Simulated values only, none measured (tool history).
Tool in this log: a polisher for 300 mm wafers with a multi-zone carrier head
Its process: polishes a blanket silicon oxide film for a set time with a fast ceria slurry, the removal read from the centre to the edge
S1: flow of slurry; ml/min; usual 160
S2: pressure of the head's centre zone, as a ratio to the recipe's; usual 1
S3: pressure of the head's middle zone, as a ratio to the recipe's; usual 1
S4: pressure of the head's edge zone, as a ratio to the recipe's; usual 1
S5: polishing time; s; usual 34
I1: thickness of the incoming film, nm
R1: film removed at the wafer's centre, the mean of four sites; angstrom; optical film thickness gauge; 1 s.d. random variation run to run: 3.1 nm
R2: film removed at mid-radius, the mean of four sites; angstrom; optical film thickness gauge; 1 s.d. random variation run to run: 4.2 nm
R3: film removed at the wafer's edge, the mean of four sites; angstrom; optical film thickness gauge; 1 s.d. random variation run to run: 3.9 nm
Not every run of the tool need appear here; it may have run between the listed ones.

run 1 hour=0 | S1=160 S2=1 S3=1 S4=1 S5=42 | I1=3362.7 | R1=3098 R2=3421 R3=3335
run 2 hour=28.7 | S1=160 S2=0.97 S3=1 S4=1 S5=34 | I1=3407.7 | R1=2437 R2=2805 R3=2658
run 3 hour=49 | S1=160 S2=0.97 S3=1 S4=1 S5=34 | I1=3448.8 | R1=2417 R2=2819 R3=2699
run 4 hour=74.7 | S1=160 S2=0.91 S3=1.02 S4=1 S5=34 | I1=3397.8 | R1=2206 R2=2851 R3=2647
-- hour=87.3 worn pad replaced by a new one
run 5 hour=106.9 | S1=160 S2=1 S3=1 S4=0.94 S5=34 | I1=3393.6 | R1=2465 R2=2715 R3=2643
run 6 hour=135.7 | S1=160 S2=1 S3=1 S4=0.94 S5=34 | I1=3436.2 | R1=2468 R2=2832 R3=2604
run 7 hour=157.3 | S1=160 S2=1 S3=1 S4=0.91 S5=34 | I1=3417.5 | R1=2493 R2=2780 R3=2579
run 8 hour=176.7 | S1=160 S2=1 S3=1 S4=0.91 S5=34 | I1=3478.6 | R1=2434 R2=2833 R3=2692
run 9 hour=201.1 | S1=160 S2=1 S3=1 S4=0.91 S5=34 | I1=3411.5 | R1=2456 R2=2793 R3=2573
-- hour=215.6 worn pad replaced by a new one
-- hour=232.4 slurry nozzle cleaned
run 10 hour=233.4 | S1=160 S2=1 S3=1 S4=1 S5=34 | I1=3489.1 | R1=2505 R2=2841 R3=2786
-- hour=244.8 carrier head's membrane replaced by a new one
run 11 hour=267 | S1=140 S2=0.9 S3=1.06 S4=1 S5=34 | I1=3445 | R1=2101 R2=2824 R3=2727
-- hour=289.5 centre zone pressure recalibrated
run 12 hour=298.4 | S1=160 S2=1 S3=1 S4=1 S5=34 | I1=3445.6 | R1=2802 R2=2774 R3=2769
run 13 hour=333.4 | S1=160 S2=0.97 S3=1 S4=1 S5=34 | I1=3405.4 | R1=2707 R2=2848 R3=2694
-- hour=341.4 worn pad replaced by a new one
run 14 hour=350.1 | S1=160 S2=0.88 S3=0.88 S4=1.07 S5=34 | I1=3483.6 | R1=2426 R2=2499 R3=2846
run 15 hour=377.8 | S1=160 S2=1 S3=1 S4=1 S5=34 | I1=3406.5 | R1=2841 R2=2832 R3=2790
-- hour=380.2 edge zone pressure recalibrated
run 16 hour=402.5 | S1=185 S2=1.08 S3=1 S4=1 S5=34 | I1=3463.1 | R1=3079 R2=2830 R3=2744
run 17 hour=434.1 | S1=160 S2=1 S3=1 S4=1 S5=34 | I1=3493.4 | R1=2816 R2=2840 R3=2752
-- hour=446.4 worn pad replaced by a new one
run 18 hour=450.6 | S1=160 S2=1 S3=1 S4=0.94 S5=34 | I1=3435.3 | R1=2738 R2=2835 R3=2687
run 19 hour=463.2 | S1=195 S2=1.12 S3=1.1 S4=1.08 S5=34 | I1=3467.9 | R1=3229 R2=3129 R3=2893
run 20 hour=488.9 | S1=160 S2=1 S3=1.03 S4=0.96 S5=34 | I1=3455.3 | R1=2758 R2=2866 R3=2705
run 21 hour=516.2 | S1=160 S2=0.93 S3=1 S4=1.07 S5=34 | I1=3471.7 | R1=2585 R2=2816 R3=2810
run 22 hour=550.7 | S1=160 S2=0.92 S3=1 S4=1 S5=43 | I1=3353.6 | R1=3209 R2=3617 R3=3519

Forecast each of these 4 alternatives for the next run:
run A hour=551.1 | S1=160 S2=1 S3=1 S4=1 S5=34 | I1=3477.7 | R1=? R2=? R3=?
run B hour=551.1 | S1=190 S2=1 S3=1.09 S4=1 S5=34 | I1=3477.7 | R1=? R2=? R3=?
run C hour=551.1 | S1=190 S2=0.9 S3=1 S4=0.95 S5=23 | I1=3477.7 | R1=? R2=? R3=?
run D hour=551.1 | S1=160 S2=1 S3=1.05 S4=1 S5=34 | I1=3477.7 | R1=? R2=? R3=?

run=A R1=2733 R2=2847 R3=2714
run=B R1=2831 R2=3159 R3=2771
run=C R1=1721 R2=1987 R3=1832
run=D R1=2734 R2=2968 R3=2712
What these runs would have given with no unlogged condition in the tool:
run=A R1=2764 R2=2847 R3=2714
run=B R1=2862 R2=3158 R3=2771
run=C R1=1740 R2=1987 R3=1832
run=D R1=2765 R2=2967 R3=2712
